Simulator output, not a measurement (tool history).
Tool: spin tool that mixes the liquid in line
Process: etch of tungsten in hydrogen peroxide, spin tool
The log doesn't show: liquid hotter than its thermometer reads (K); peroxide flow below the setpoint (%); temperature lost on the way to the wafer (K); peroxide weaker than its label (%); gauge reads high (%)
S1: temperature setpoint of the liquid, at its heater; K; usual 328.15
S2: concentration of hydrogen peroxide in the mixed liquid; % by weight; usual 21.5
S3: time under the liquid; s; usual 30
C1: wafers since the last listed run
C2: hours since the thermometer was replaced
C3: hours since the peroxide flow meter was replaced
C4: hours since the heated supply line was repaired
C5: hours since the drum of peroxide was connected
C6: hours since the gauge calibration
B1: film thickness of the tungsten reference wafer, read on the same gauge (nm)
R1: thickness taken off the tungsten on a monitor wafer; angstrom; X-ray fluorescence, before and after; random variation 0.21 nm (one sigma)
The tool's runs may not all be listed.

run	hour	S1	S2	S3	C1	C2	C3	C4	C5	C6	B1	R1
1	0.0	328.15	23.0	30	0	2142.4	1184.7	1650.9	1469.3	75.5	100.01	600.7
2	15.1	328.15	23.0	30	200	2157.5	1199.8	1666.0	1484.4	90.6	100.02	593.2
3	22.2	328.15	23.0	30	94	2164.6	1206.9	1673.1	1491.5	97.7	100.01	595.2
4	39.6	328.15	18.5	30	230	2182.0	1224.3	1690.5	1508.9	115.1	99.99	531.7
5	52.9	328.15	21.5	30	176	2195.3	1237.6	1703.8	1522.2	128.4	100.01	574.1
6	70.3	328.15	21.5	30	230	2212.7	1255.0	1721.2	1539.6	145.8	100.02	570.3
# hour 76.7: new drum of peroxide connected
# hour 84.4: heated supply line repaired
# hour 87.2: peroxide flow meter replaced
7	87.7	328.15	21.5	30	190	2230.1	0.5	3.3	11.0	163.2	100.01	745.1
8	96.3	328.15	21.5	30	113	2238.7	9.1	11.9	19.6	171.8	100.01	745.2
9	110.5	328.15	21.5	30	188	2252.9	23.3	26.1	33.8	186.0	99.99	741.8
10	120.9	328.15	21.5	30	137	2263.3	33.7	36.5	44.2	196.4	99.97	742.0
11	134.3	328.15	27.5	30	177	2276.7	47.1	49.9	57.6	209.8	100.00	840.6
# hour 138.4: gauge calibrated
12	143.4	318.65	21.5	45	120	2285.8	56.2	59.0	66.7	5.0	100.03	620.9
13	151.4	328.15	21.5	30	105	2293.8	64.2	67.0	74.7	13.0	100.02	736.1
14	157.6	328.15	21.5	30	82	2300.0	70.4	73.2	80.9	19.2	100.02	736.0
15	171.9	331.65	24.0	35	189	2314.3	84.7	87.5	95.2	33.5	100.01	1116.2
# hour 185.6: thermometer replaced
16	189.7	337.65	21.5	20	222	4.1	102.5	105.3	113.0	51.3	99.98	845.1
17	204.9	334.15	21.5	25	201	19.3	117.7	120.5	128.2	66.5	100.02	864.3
18	215.3	322.65	21.5	35	137	29.7	128.1	130.9	138.6	76.9	100.01	612.0
19	228.9	318.15	26.0	30	180	43.3	141.7	144.5	152.2	90.5	100.01	432.3
20	238.5	320.65	21.5	35	127	52.9	151.3	154.1	161.8	100.1	100.01	539.1
21	245.2	319.15	21.5	30	88	59.6	158.0	160.8	168.5	106.8	100.01	418.4

The same runs without the tool's hidden state, with the same run-to-run variation:
run	R1
1	795.0
2	787.1
3	790.5
4	708.6
5	766.9
6	763.9
7	764.8
8	766.2
9	764.5
10	766.0
11	869.3
12	644.0
13	763.7
14	764.2
15	1161.2
16	881.1
17	903.8
18	642.4
19	455.3
20	568.5
21	441.8
